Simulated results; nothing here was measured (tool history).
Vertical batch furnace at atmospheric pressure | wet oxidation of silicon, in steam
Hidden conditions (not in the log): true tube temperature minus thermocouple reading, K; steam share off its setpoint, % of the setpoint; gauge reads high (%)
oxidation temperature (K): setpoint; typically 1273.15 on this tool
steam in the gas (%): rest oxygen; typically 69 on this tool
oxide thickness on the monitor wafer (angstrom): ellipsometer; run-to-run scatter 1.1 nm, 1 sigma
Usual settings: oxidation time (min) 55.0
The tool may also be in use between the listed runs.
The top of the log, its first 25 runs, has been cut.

run    hour  oxidation temperature (K)  oxidation time (min)  steam in the gas (%)  wafers since the last listed run  hours since the last temperature calibration  hours since the steam generator was serviced  hours since the gauge calibration  read-back reference wafer on the same gauge, thickness  oxide thickness on the monitor wafer (angstrom)
 26  1316.3                    1273.15                  55.0                    69                               363                                         303.7                                          27.6                              329.2                                                  311.29                                           2912.3
 27  1356.4                    1252.15                  36.0                    69                               538                                         343.8                                          67.7                              369.3                                                  311.48                                           1766.6
 28  1393.0                    1259.15                  55.0                    75                               491                                         380.4                                         104.3                              405.9                                                  311.64                                           2765.5
 29  1418.5                    1297.15                  55.0                    69                               342                                         405.9                                         129.8                              431.4                                                  312.06                                           3480.6
 30  1454.2                    1259.15                  68.5                    81                               479                                         441.6                                         165.5                              467.1                                                  312.00                                           3406.1
 31  1509.4                    1273.15                  55.0                    69                               740                                         496.8                                         220.7                              522.3                                                  312.37                                           2911.2
 32  1576.0                    1273.15                  77.5                    59                               893                                         563.4                                         287.3                              588.9                                                  312.39                                           3312.5
 33  1620.2                    1252.15                  55.0                    69                               593                                         607.6                                         331.5                              633.1                                                  312.68                                           2453.3
 34  1652.5                    1273.15                  55.0                    69                               433                                         639.9                                         363.8                              665.4                                                  312.79                                           2913.5
 35  1695.8                    1263.15                  55.0                    69                               581                                         683.2                                         407.1                              708.7                                                  313.06                                           2688.9
 36  1735.4                    1273.15                  55.0                    69                               531                                         722.8                                         446.7                              748.3                                                  313.50                                           2927.9

What if the next run were any one of these 3? Each begins from the tool's condition after run 36:
  A  1740.6                    1273.15                  68.0                    69                                69                                         728.0                                         451.9                              753.5                                                       ?                                                ?
  B  1740.6                    1250.15                  79.0                    75                                69                                         728.0                                         451.9                              753.5                                                       ?                                                ?
  C  1740.6                    1294.15                  63.0                    69                                69                                         728.0                                         451.9                              753.5                                                       ?                                                ?

run  read-back reference wafer on the same gauge, thickness  oxide thickness on the monitor wafer (angstrom)
  A                                                  312.90                                           3376.3
  B                                                  312.90                                           3321.7
  C                                                  312.90                                           3720.5
With no hidden state in the tool, these same runs would have given:
run  oxide thickness on the monitor wafer (angstrom)
  A                                           3341.0
  B                                           3287.0
  C                                           3681.6
